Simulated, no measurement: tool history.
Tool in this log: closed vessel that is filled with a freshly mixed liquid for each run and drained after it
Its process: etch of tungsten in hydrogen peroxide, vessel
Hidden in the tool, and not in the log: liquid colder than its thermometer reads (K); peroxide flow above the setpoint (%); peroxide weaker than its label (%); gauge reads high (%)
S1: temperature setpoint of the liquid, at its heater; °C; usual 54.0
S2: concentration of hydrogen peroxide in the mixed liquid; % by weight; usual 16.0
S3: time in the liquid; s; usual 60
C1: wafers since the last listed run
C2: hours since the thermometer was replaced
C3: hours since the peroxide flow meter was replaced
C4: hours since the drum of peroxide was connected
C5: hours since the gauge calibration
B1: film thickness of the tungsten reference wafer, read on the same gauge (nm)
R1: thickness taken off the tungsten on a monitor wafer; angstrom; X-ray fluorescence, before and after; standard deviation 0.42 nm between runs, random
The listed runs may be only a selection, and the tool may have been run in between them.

run    hour    S1    S2  S3     C1      C2      C3     C4      C5     B1     R1
  1     0.0  54.0  15.0  60      0  1137.2   556.6   82.7   509.5  50.00  668.3
  2    87.2  54.0  15.0  60  10508  1224.4   643.8  169.9   596.7  50.00  665.6
  3   143.4  54.0  16.0  60   6772  1280.6   700.0  226.1   652.9  50.00  674.0
  4   179.7  54.0  16.0  60   4374  1316.9   736.3  262.4   689.2  49.99  679.0
  5   234.5  59.0  16.0  60   6603  1371.7   791.1  317.2   744.0  49.99  908.3
  6   335.3  59.0  16.0  60  12147  1472.5   891.9  418.0   844.8  50.01  897.5
  7   437.6  54.0  16.0  60  12328  1574.8   994.2  520.3   947.1  50.00  661.3
  8   490.6  47.0  17.5  40   6387  1627.8  1047.2  573.3  1000.1  49.99  296.0
      515.0  -- gauge calibrated
      618.9  -- peroxide flow meter replaced
      671.7  -- new drum of peroxide connected
      731.3  -- thermometer replaced
  9   785.3  54.0  15.0  60  35152    54.0   166.4  113.6   270.3  50.00  715.0
 10   878.6  54.0  16.0  50  11243   147.3   259.7  206.9   363.6  49.97  602.2
 11   922.1  54.0  16.0  60   5242   190.8   303.2  250.4   407.1  50.00  718.2
 12  1007.9  61.0  12.0  45  10339   276.6   389.0  336.2   492.9  50.02  701.6
 13  1056.3  58.0  20.0  35   5832   325.0   437.4  384.6   541.3  50.00  589.8
 14  1143.0  48.0  19.5  40  10448   411.7   524.1  471.3   628.0  49.99  360.7

The logged runs with the hidden state left out (each run's random variation unchanged):
run      R1
  1   723.5
  2   727.1
  3   740.8
  4   748.9
  5  1005.4
  6  1004.2
  7   750.2
  8   339.3
  9   725.5
 10   617.1
 11   739.2
 12   728.5
 13   615.5
 14   380.6

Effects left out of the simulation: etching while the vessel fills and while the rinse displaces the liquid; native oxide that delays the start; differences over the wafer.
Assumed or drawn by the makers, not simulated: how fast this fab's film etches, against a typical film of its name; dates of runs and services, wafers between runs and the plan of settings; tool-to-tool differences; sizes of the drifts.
